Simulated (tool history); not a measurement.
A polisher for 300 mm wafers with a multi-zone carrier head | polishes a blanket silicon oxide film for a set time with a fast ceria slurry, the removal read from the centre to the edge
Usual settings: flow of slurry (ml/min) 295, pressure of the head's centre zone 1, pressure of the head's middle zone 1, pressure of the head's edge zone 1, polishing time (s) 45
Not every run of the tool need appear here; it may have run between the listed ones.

run   hour  flow of slurry (ml/min)  pressure of the head's centre zone  pressure of the head's middle zone  pressure of the head's edge zone  polishing time (s)  incoming thickness of the incoming film, nm  film removed at the wafer's centre (nm)  film removed at mid-radius (nm)  film removed at the wafer's edge (nm)
  1      0                      240                                0.92                                1.07                                 1                  55                                       2011.4                                    574.3                            770.6                                    740
  2    8.7                      295                                   1                                   1                                 1                  45                                       2070.3                                    525.2                            605.8                                  629.7
  3   36.6                      295                                   1                                1.08                              0.91                  45                                       2033.6                                    522.8                            638.7                                  608.5
  4     53                      260                                1.11                                0.96                               1.1                  45                                         2051                                    575.7                            577.7                                  626.4
  5   67.2                      295                                   1                                   1                                 1                  45                                       2076.6                                    526.2                            611.9                                  619.6
  6   75.2                      390                                   1                                1.07                              0.94                  50                                       2041.4                                    599.1                            744.4                                  689.6
      86.6  -- centre zone pressure recalibrated
  7   88.3                      295                                   1                                   1                                 1                  60                                       2043.9                                    838.9                            802.5                                    813
     101.6  -- worn pad replaced by a new one
  8  104.7                      295                                0.89                                   1                                 1                  45                                       2062.4                                    556.7                            610.8                                    614
  9  115.2                      295                                   1                                   1                                 1                  45                                       2047.8                                    632.6                            611.3                                  626.6
 10  128.9                      295                                   1                                   1                                 1                  57                                       2061.1                                    783.2                            766.2                                  785.2
 11  141.8                      295                                   1                                1.05                                 1                  55                                       2060.1                                    754.6                            777.6                                  753.9
 12  155.2                      295                                   1                                0.95                                 1                  45                                       2083.1                                    611.5                            567.6                                    627
 13  165.2                      295                                   1                                1.06                              0.96                  45                                       2021.8                                    612.9                              631                                  601.7
 14  175.3                      295                                   1                                0.95                                 1                  45                                         2024                                    615.5                            581.3                                    620
 15  192.3                      295                                   1                                   1                                 1                  45                                       2052.7                                    607.8                            601.7                                  625.8
 16  203.2                      260                                1.05                                0.96                                 1                  45                                       2047.6                                    630.1                            576.4                                  598.3
     213.1  -- worn pad replaced by a new one
 17  214.3                      295                                   1                                   1                              0.89                  45                                       2042.3                                    599.3                            602.9                                  584.3
 18  227.9                      295                                   1                                1.09                                 1                  45                                       2046.6                                    600.8                            653.1                                  617.1

What will run 19 give?
 19  240.7                      295                                   1                                   1                                 1                  45                                       2027.3                                        ?                                ?                                      ?

film removed at the wafer's centre (nm): 597.6
film removed at mid-radius (nm): 601.2
film removed at the wafer's edge (nm): 611
Minus the tool's unlogged condition, the same run would have read film removed at the wafer's centre (nm) 623.8, film removed at mid-radius (nm) 601.1, film removed at the wafer's edge (nm) 611.

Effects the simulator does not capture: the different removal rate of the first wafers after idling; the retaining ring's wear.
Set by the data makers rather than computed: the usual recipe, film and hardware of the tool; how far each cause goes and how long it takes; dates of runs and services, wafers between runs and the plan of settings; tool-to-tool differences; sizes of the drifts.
